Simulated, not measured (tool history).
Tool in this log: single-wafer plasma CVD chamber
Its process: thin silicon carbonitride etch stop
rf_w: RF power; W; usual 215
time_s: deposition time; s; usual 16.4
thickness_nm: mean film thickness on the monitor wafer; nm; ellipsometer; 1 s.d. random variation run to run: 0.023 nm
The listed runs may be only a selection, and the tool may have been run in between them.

| run | hour | rf_w | time_s | wafers since the last listed run | hours since the last thermocouple change | hours since the last RF generator calibration | hours since the showerhead was replaced | hours since the gauge calibration | read-back reference wafer on the same gauge, thickness_nm | thickness_nm |
|---|---|---|---|---|---|---|---|---|---|---|
| 1 | 0 | 205 | 16.4 | 0 | 2267.5 | 968 | 2821.2 | 174.3 | 11.021 | 9.039 |
| 2 | 12.9 | 215 | 16.4 | 276 | 2280.4 | 980.9 | 2834.1 | 187.2 | 11.019 | 9.24 |
| 3 | 25.2 | 215 | 16.4 | 263 | 2292.7 | 993.2 | 2846.4 | 199.5 | 11.023 | 9.192 |
| 4 | 33.1 | 215 | 16.4 | 169 | 2300.6 | 1001.1 | 2854.3 | 207.4 | 11.018 | 9.224 |
| 5 | 45.4 | 225 | 18.3 | 263 | 2312.9 | 1013.4 | 2866.6 | 219.7 | 11.017 | 10.47 |
| 6 | 59.4 | 225 | 18.3 | 300 | 2326.9 | 1027.4 | 2880.6 | 233.7 | 11.016 | 10.487 |
| 7 | 72.7 | 185 | 16.4 | 285 | 2340.2 | 1040.7 | 2893.9 | 247 | 11.025 | 8.709 |
| 8 | 90.7 | 185 | 16.4 | 386 | 2358.2 | 1058.7 | 2911.9 | 265 | 11.026 | 8.667 |
| 9 | 103 | 185 | 16.4 | 263 | 2370.5 | 1071 | 2924.2 | 277.3 | 11.016 | 8.653 |
| 10 | 117.2 | 215 | 16.4 | 304 | 2384.7 | 1085.2 | 2938.4 | 291.5 | 11.021 | 9.165 |
|  | 138.2 | showerhead replaced, of another model than before |
| 11 | 138.7 | 215 | 16.4 | 289 | 2406.2 | 1106.7 | 0.5 | 313 | 11.025 | 8.914 |
| 12 | 144.4 | 225 | 16.4 | 122 | 2411.9 | 1112.4 | 6.2 | 318.7 | 11.023 | 9.21 |
| 13 | 159.6 | 215 | 16.4 | 326 | 2427.1 | 1127.6 | 21.4 | 333.9 | 11.021 | 8.971 |
|  | 162.2 | gauge calibrated |
| 14 | 168.1 | 245 | 17.5 | 182 | 2435.6 | 1136.1 | 29.9 | 5.9 | 11.024 | 10.397 |
| 15 | 181.4 | 245 | 17.5 | 285 | 2448.9 | 1149.4 | 43.2 | 19.2 | 11.019 | 10.31 |
| 16 | 198.6 | 245 | 16.4 | 368 | 2466.1 | 1166.6 | 60.4 | 36.4 | 11.02 | 9.691 |
| 17 | 213.1 | 250 | 19.1 | 311 | 2480.6 | 1181.1 | 74.9 | 50.9 | 11.019 | 11.355 |
| 18 | 230.8 | 260 | 19.6 | 379 | 2498.3 | 1198.8 | 92.6 | 68.6 | 11.024 | 12.006 |
|  | 257.9 | RF generator calibrated |
|  | 261.4 | thermocouple changed; heater temperature recalibrated |
| 19 | 261.9 | 215 | 16.4 | 420 | 0.5 | 4 | 123.7 | 99.7 | 11.022 | 9.553 |
| 20 | 275.1 | 195 | 17.8 | 283 | 13.7 | 17.2 | 136.9 | 112.9 | 11.026 | 9.6 |
| 21 | 289 | 185 | 14.6 | 298 | 27.6 | 31.1 | 150.8 | 126.8 | 11.02 | 7.545 |
| 22 | 298.1 | 215 | 16.4 | 195 | 36.7 | 40.2 | 159.9 | 135.9 | 11.016 | 9.493 |
| 23 | 311.6 | 185 | 14.6 | 289 | 50.2 | 53.7 | 173.4 | 149.4 | 11.021 | 7.533 |
| 24 | 326.6 | 200 | 19.4 | 321 | 65.2 | 68.7 | 188.4 | 164.4 | 11.018 | 10.669 |
| 25 | 334.8 | 235 | 14.7 | 175 | 73.4 | 76.9 | 196.6 | 172.6 | 11.019 | 9.009 |
| 26 | 344.3 | 215 | 18.8 | 203 | 82.9 | 86.4 | 206.1 | 182.1 | 11.016 | 10.846 |
| 27 | 357.1 | 215 | 17.2 | 274 | 95.7 | 99.2 | 218.9 | 194.9 | 11.023 | 9.947 |
| 28 | 365.3 | 215 | 16.4 | 175 | 103.9 | 107.4 | 227.1 | 203.1 | 11.019 | 9.46 |
| 29 | 375.1 | 215 | 16.4 | 210 | 113.7 | 117.2 | 236.9 | 212.9 | 11.019 | 9.444 |
| 30 | 384.7 | 215 | 16.4 | 205 | 123.3 | 126.8 | 246.5 | 222.5 | 11.021 | 9.432 |
| 31 | 395.2 | 215 | 16.4 | 225 | 133.8 | 137.3 | 257 | 233 | 11.015 | 9.444 |

Forecast each of these 5 alternatives for the next run:
| A | 395.6 | 240 | 16.4 | 8 | 134.2 | 137.7 | 257.4 | 233.4 | ? | ? |
| B | 395.6 | 230 | 18.8 | 8 | 134.2 | 137.7 | 257.4 | 233.4 | ? | ? |
| C | 395.6 | 250 | 18.4 | 8 | 134.2 | 137.7 | 257.4 | 233.4 | ? | ? |
| D | 395.6 | 235 | 18.7 | 8 | 134.2 | 137.7 | 257.4 | 233.4 | ? | ? |
| E | 395.6 | 185 | 18.2 | 8 | 134.2 | 137.7 | 257.4 | 233.4 | ? | ? |

| run | read-back reference wafer on the same gauge, thickness_nm | thickness_nm |
|---|---|---|
| A | 11.014 | 10.128 |
| B | 11.014 | 11.314 |
| C | 11.014 | 11.636 |
| D | 11.014 | 11.403 |
| E | 11.014 | 9.374 |
Without the tool's unlogged condition, the same runs would have read:
| run | thickness_nm |
|---|---|
| A | 10.207 |
| B | 11.402 |
| C | 11.727 |
| D | 11.492 |
| E | 9.447 |
